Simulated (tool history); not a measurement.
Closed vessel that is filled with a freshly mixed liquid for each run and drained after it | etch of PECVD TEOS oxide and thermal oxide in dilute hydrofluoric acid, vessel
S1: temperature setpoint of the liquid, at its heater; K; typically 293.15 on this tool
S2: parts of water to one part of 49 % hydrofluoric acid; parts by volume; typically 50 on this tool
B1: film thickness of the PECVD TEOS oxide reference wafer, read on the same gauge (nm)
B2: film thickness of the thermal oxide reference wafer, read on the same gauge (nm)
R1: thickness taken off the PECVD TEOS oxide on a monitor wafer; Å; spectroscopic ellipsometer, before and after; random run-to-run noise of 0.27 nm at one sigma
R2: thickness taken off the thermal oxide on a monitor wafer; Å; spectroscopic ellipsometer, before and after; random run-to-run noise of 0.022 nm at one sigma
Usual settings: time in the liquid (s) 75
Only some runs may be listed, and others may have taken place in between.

run 1 hour=0.0 | S1=293.15 S2=50 time_in_the_liquid_(s)=75 | B1=150.01 B2=59.98 | R1=261.5 R2=59.4
run 2 hour=34.5 | S1=293.15 S2=50 time_in_the_liquid_(s)=40 | B1=150.02 B2=60.01 | R1=140.2 R2=31.5
run 3 hour=69.0 | S1=293.15 S2=50 time_in_the_liquid_(s)=40 | B1=149.98 B2=59.99 | R1=137.2 R2=31.7
run 4 hour=108.7 | S1=293.15 S2=65 time_in_the_liquid_(s)=75 | B1=149.98 B2=60.00 | R1=198.5 R2=44.2
run 5 hour=175.6 | S1=293.15 S2=65 time_in_the_liquid_(s)=75 | B1=150.01 B2=60.00 | R1=193.7 R2=44.2
run 6 hour=202.6 | S1=293.15 S2=65 time_in_the_liquid_(s)=75 | B1=149.99 B2=59.95 | R1=195.4 R2=43.9
run 7 hour=261.1 | S1=290.15 S2=50 time_in_the_liquid_(s)=75 | B1=149.99 B2=59.99 | R1=222.3 R2=51.3
-- hour=280.8 thermometer replaced
run 8 hour=305.8 | S1=290.15 S2=50 time_in_the_liquid_(s)=75 | B1=149.99 B2=59.97 | R1=225.5 R2=50.8
run 9 hour=373.7 | S1=290.15 S2=50 time_in_the_liquid_(s)=75 | B1=150.02 B2=60.04 | R1=223.0 R2=50.4
run 10 hour=408.4 | S1=293.15 S2=50 time_in_the_liquid_(s)=75 | B1=149.99 B2=60.01 | R1=252.1 R2=57.4
run 11 hour=437.4 | S1=295.15 S2=60 time_in_the_liquid_(s)=75 | B1=149.98 B2=60.02 | R1=226.7 R2=51.2
run 12 hour=503.6 | S1=290.15 S2=40 time_in_the_liquid_(s)=75 | B1=149.97 B2=60.02 | R1=275.9 R2=63.1
run 13 hour=537.7 | S1=295.15 S2=70 time_in_the_liquid_(s)=110 | B1=150.03 B2=60.03 | R1=276.3 R2=62.5
-- hour=544.8 hydrofluoric acid flow meter replaced
-- hour=546.1 gauge calibrated
run 14 hour=567.6 | S1=293.15 S2=40 time_in_the_liquid_(s)=115 | B1=150.00 B2=59.97 | R1=549.0 R2=123.7
run 15 hour=598.3 | S1=297.65 S2=50 time_in_the_liquid_(s)=75 | B1=150.00 B2=60.00 | R1=335.8 R2=76.0
run 16 hour=631.1 | S1=293.15 S2=50 time_in_the_liquid_(s)=75 | B1=150.00 B2=60.02 | R1=274.7 R2=62.5
run 17 hour=659.1 | S1=293.15 S2=40 time_in_the_liquid_(s)=115 | B1=150.04 B2=59.98 | R1=530.4 R2=122.7
run 18 hour=688.4 | S1=290.15 S2=70 time_in_the_liquid_(s)=90 | B1=150.02 B2=59.99 | R1=204.6 R2=46.1
run 19 hour=722.9 | S1=293.15 S2=50 time_in_the_liquid_(s)=100 | B1=150.01 B2=60.01 | R1=367.7 R2=83.9
run 20 hour=755.5 | S1=293.15 S2=50 time_in_the_liquid_(s)=75 | B1=150.04 B2=59.99 | R1=270.3 R2=62.1
run 21 hour=811.6 | S1=293.15 S2=50 time_in_the_liquid_(s)=105 | B1=150.03 B2=60.00 | R1=384.0 R2=86.2
run 22 hour=872.7 | S1=291.65 S2=25 time_in_the_liquid_(s)=75 | B1=149.99 B2=60.00 | R1=528.3 R2=119.2
run 23 hour=932.5 | S1=293.15 S2=40 time_in_the_liquid_(s)=115 | B1=149.99 B2=60.01 | R1=533.7 R2=120.4
run 24 hour=1002.8 | S1=293.15 S2=50 time_in_the_liquid_(s)=75 | B1=149.95 B2=59.99 | R1=266.3 R2=61.0
run 25 hour=1206.9 | S1=290.15 S2=65 time_in_the_liquid_(s)=60 | B1=150.02 B2=59.98 | R1=138.2 R2=32.0

What was the tool's hidden state at every run in the log?
liquid colder than its thermometer reads (K): 0 in every run
gauge reads high (%): 0 in every run
H1: hydrofluoric acid flow below the setpoint (%)
run=1 H1=6.83
run=2 H1=7.09
run=3 H1=7.36
run=4 H1=7.66
run=5 H1=8.18
run=6 H1=8.39
run=7 H1=8.84
run=8 H1=9.18
run=9 H1=9.71
run=10 H1=9.97
run=11 H1=10.2
run=12 H1=10.7
run=13 H1=11
run=14 H1=1.02
run=15 H1=1.26
run=16 H1=1.51
run=17 H1=1.73
run=18 H1=1.95
run=19 H1=2.22
run=20 H1=2.47
run=21 H1=2.9
run=22 H1=3.37
run=23 H1=3.83
run=24 H1=4.38
run=25 H1=5.95

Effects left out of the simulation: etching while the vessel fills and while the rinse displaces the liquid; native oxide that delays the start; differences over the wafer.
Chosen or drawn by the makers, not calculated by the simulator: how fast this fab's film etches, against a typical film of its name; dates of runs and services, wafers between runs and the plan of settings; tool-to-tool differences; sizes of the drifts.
